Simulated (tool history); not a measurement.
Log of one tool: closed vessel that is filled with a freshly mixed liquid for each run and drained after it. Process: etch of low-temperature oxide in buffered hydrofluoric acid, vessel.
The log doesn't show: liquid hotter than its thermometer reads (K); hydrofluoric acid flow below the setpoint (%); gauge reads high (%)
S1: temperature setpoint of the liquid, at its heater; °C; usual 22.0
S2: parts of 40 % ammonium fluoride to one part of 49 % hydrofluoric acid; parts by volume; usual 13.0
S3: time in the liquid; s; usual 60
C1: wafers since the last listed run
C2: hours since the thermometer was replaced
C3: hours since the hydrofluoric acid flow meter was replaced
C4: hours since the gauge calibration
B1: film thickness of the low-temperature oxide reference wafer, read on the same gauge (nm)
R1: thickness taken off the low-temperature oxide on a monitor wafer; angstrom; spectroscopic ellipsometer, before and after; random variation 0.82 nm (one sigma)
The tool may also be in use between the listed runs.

run 1 hour=0.0 | S1=22.0 S2=10.5 S3=70 | C1=0 C2=14.0 C3=2178.9 C4=229.9 | B1=129.99 | R1=1310.4
run 2 hour=7.5 | S1=22.0 S2=11.5 S3=60 | C1=504 C2=21.5 C3=2186.4 C4=237.4 | B1=130.00 | R1=1036.7
run 3 hour=49.8 | S1=22.0 S2=11.5 S3=60 | C1=2844 C2=63.8 C3=2228.7 C4=279.7 | B1=130.00 | R1=1026.0
-- hour=56.5 hydrofluoric acid flow meter replaced
run 4 hour=63.6 | S1=22.0 S2=13.0 S3=85 | C1=860 C2=77.6 C3=7.1 C4=293.5 | B1=129.99 | R1=1290.0
run 5 hour=75.7 | S1=22.0 S2=13.0 S3=85 | C1=813 C2=89.7 C3=19.2 C4=305.6 | B1=130.01 | R1=1315.2
run 6 hour=89.9 | S1=22.0 S2=13.0 S3=60 | C1=954 C2=103.9 C3=33.4 C4=319.8 | B1=130.03 | R1=919.6
run 7 hour=98.9 | S1=22.0 S2=13.0 S3=60 | C1=605 C2=112.9 C3=42.4 C4=328.8 | B1=130.00 | R1=902.9
run 8 hour=115.0 | S1=18.0 S2=10.5 S3=60 | C1=1082 C2=129.0 C3=58.5 C4=344.9 | B1=130.00 | R1=902.7
run 9 hour=132.3 | S1=22.0 S2=13.0 S3=60 | C1=1163 C2=146.3 C3=75.8 C4=362.2 | B1=130.02 | R1=916.9
run 10 hour=144.2 | S1=17.5 S2=13.0 S3=50 | C1=800 C2=158.2 C3=87.7 C4=374.1 | B1=129.97 | R1=585.4
run 11 hour=153.4 | S1=18.0 S2=13.0 S3=60 | C1=618 C2=167.4 C3=96.9 C4=383.3 | B1=130.04 | R1=728.0
run 12 hour=169.0 | S1=19.0 S2=16.5 S3=30 | C1=1049 C2=183.0 C3=112.5 C4=398.9 | B1=130.03 | R1=303.0
run 13 hour=181.2 | S1=22.0 S2=15.0 S3=60 | C1=820 C2=195.2 C3=124.7 C4=411.1 | B1=129.99 | R1=809.5
run 14 hour=198.5 | S1=22.0 S2=13.0 S3=60 | C1=1163 C2=212.5 C3=142.0 C4=428.4 | B1=129.98 | R1=906.3
run 15 hour=213.3 | S1=22.0 S2=13.0 S3=60 | C1=995 C2=227.3 C3=156.8 C4=443.2 | B1=130.00 | R1=899.1
run 16 hour=222.0 | S1=19.0 S2=11.5 S3=45 | C1=585 C2=236.0 C3=165.5 C4=451.9 | B1=130.00 | R1=647.9
run 17 hour=233.2 | S1=20.0 S2=13.0 S3=60 | C1=753 C2=247.2 C3=176.7 C4=463.1 | B1=129.98 | R1=809.5
run 18 hour=242.6 | S1=17.0 S2=17.0 S3=60 | C1=632 C2=256.6 C3=186.1 C4=472.5 | B1=129.98 | R1=527.7
run 19 hour=260.3 | S1=22.0 S2=9.5 S3=60 | C1=1190 C2=274.3 C3=203.8 C4=490.2 | B1=129.96 | R1=1223.6
-- hour=263.9 gauge calibrated
run 20 hour=276.0 | S1=22.0 S2=13.0 S3=60 | C1=1055 C2=290.0 C3=219.5 C4=12.1 | B1=130.01 | R1=923.0
run 21 hour=294.0 | S1=22.0 S2=13.0 S3=60 | C1=1210 C2=308.0 C3=237.5 C4=30.1 | B1=130.00 | R1=918.4
run 22 hour=308.3 | S1=19.5 S2=8.5 S3=95 | C1=961 C2=322.3 C3=251.8 C4=44.4 | B1=130.02 | R1=1820.9
run 23 hour=321.2 | S1=19.5 S2=13.0 S3=60 | C1=867 C2=335.2 C3=264.7 C4=57.3 | B1=130.02 | R1=790.9
run 24 hour=329.9 | S1=25.5 S2=18.0 S3=60 | C1=585 C2=343.9 C3=273.4 C4=66.0 | B1=129.99 | R1=790.3
run 25 hour=343.6 | S1=22.0 S2=10.5 S3=60 | C1=921 C2=357.6 C3=287.1 C4=79.7 | B1=129.98 | R1=1121.6
run 26 hour=353.5 | S1=26.5 S2=16.5 S3=60 | C1=665 C2=367.5 C3=297.0 C4=89.6 | B1=129.96 | R1=922.9
run 27 hour=363.8 | S1=18.5 S2=17.5 S3=30 | C1=692 C2=377.8 C3=307.3 C4=99.9 | B1=129.99 | R1=276.3
run 28 hour=372.5 | S1=22.0 S2=9.0 S3=60 | C1=585 C2=386.5 C3=316.0 C4=108.6 | B1=130.00 | R1=1268.1
run 29 hour=379.4 | S1=22.0 S2=10.0 S3=90 | C1=463 C2=393.4 C3=322.9 C4=115.5 | B1=129.96 | R1=1772.1
run 30 hour=389.0 | S1=20.0 S2=10.0 S3=75 | C1=645 C2=403.0 C3=332.5 C4=125.1 | B1=130.02 | R1=1314.8
run 31 hour=397.7 | S1=22.0 S2=13.0 S3=60 | C1=585 C2=411.7 C3=341.2 C4=133.8 | B1=130.00 | R1=917.5

How the hidden state differs across the entries between the runs, from the last listed run before each to the first after it:
Between runs 3 and 4: hydrofluoric acid flow meter replaced (hour 56.5)
  no hidden state differs between the two runs
Between runs 19 and 20: gauge calibrated (hour 263.9)
  no hidden state differs between the two runs

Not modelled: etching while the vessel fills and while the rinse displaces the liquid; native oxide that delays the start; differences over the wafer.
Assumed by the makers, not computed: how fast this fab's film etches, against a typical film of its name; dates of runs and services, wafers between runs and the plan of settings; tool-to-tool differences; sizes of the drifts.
